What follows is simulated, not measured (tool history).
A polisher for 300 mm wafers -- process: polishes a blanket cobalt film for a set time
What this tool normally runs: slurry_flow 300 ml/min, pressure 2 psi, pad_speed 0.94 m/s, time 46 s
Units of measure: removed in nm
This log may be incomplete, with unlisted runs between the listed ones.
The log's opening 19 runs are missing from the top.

| run | hour | slurry_flow | pressure | pad_speed | time | wafers since the last listed run | wafers polished on this pad | hours since the slurry nozzle was cleaned | hours since the head pressure was calibrated | incoming thickness of the incoming film, nm | removed |
|---|---|---|---|---|---|---|---|---|---|---|---|
| 20 | 448.1 | 300 | 2 | 0.94 | 46 | 271 | 405 | 244.1 | 63.3 | 1420.5 | 190.6 |
| 21 | 471.5 | 220 | 2 | 1.24 | 54 | 271 | 677 | 267.5 | 86.7 | 1428.3 | 279.6 |
| 22 | 490.3 | 335 | 2.5 | 0.94 | 46 | 218 | 896 | 286.3 | 105.5 | 1449.3 | 231.2 |
| 23 | 505.7 | 370 | 2 | 0.94 | 59 | 179 | 1075 | 301.7 | 120.9 | 1426.6 | 247.9 |
| 24 | 598.2 | 385 | 2 | 0.94 | 46 | 1075 | 2150 | 394.2 | 213.4 | 1458.1 | 185.7 |
| 25 | 631 | 300 | 1.5 | 0.74 | 46 | 381 | 2531 | 427 | 246.2 | 1443.1 | 122.8 |
| 26 | 662.7 | 300 | 2.4 | 0.94 | 46 | 368 | 2900 | 458.7 | 277.9 | 1446.5 | 213.6 |
| 27 | 681 | 300 | 2 | 0.94 | 46 | 212 | 3112 | 477 | 296.2 | 1432.3 | 186.5 |
|  | 687.3 | worn pad replaced by a new one |
| 28 | 706.9 | 340 | 2.6 | 0.94 | 46 | 254 | 227 | 502.9 | 322.1 | 1468.6 | 241.1 |
| 29 | 730.7 | 300 | 2 | 0.94 | 46 | 276 | 504 | 526.7 | 345.9 | 1471.9 | 196.7 |
| 30 | 765.3 | 300 | 2 | 1.16 | 46 | 402 | 906 | 561.3 | 380.5 | 1445.6 | 227.4 |
| 31 | 800.1 | 235 | 2 | 0.94 | 46 | 404 | 1310 | 596.1 | 415.3 | 1479.2 | 185.5 |
| 32 | 821.1 | 300 | 2 | 0.94 | 46 | 244 | 1555 | 617.1 | 436.3 | 1473.8 | 191 |
| 33 | 841.6 | 255 | 2 | 0.94 | 41 | 238 | 1793 | 637.6 | 456.8 | 1457.5 | 167.1 |
| 34 | 858.4 | 225 | 2 | 0.94 | 42 | 195 | 1988 | 654.4 | 473.6 | 1429.7 | 170 |
| 35 | 876.3 | 300 | 2 | 0.94 | 46 | 208 | 2196 | 672.3 | 491.5 | 1453.2 | 189.6 |
| 36 | 907.1 | 300 | 1.7 | 1.22 | 35 | 358 | 2554 | 703.1 | 522.3 | 1446.9 | 156.9 |

Branching from run 36: 5 alternative next runs. What would each branch give?
| A | 907.5 | 300 | 2 | 0.94 | 46 | 4 | 2559 | 703.5 | 522.7 | 1442.7 | ? |
| B | 907.5 | 395 | 2 | 0.94 | 46 | 4 | 2559 | 703.5 | 522.7 | 1442.7 | ? |
| C | 907.5 | 300 | 2 | 0.64 | 46 | 4 | 2559 | 703.5 | 522.7 | 1442.7 | ? |
| D | 907.5 | 300 | 1.4 | 1.18 | 56 | 4 | 2559 | 703.5 | 522.7 | 1442.7 | ? |
| E | 907.5 | 360 | 2 | 0.94 | 62 | 4 | 2559 | 703.5 | 522.7 | 1442.7 | ? |

| run | removed |
|---|---|
| A | 185.1 |
| B | 188.4 |
| C | 133.7 |
| D | 213.7 |
| E | 252.5 |
The same runs, with their run-to-run variation unchanged, on a tool lacking any hidden condition would have given:
| run | removed |
|---|---|
| A | 196.9 |
| B | 200.3 |
| C | 142.2 |
| D | 227.3 |
| E | 268.5 |
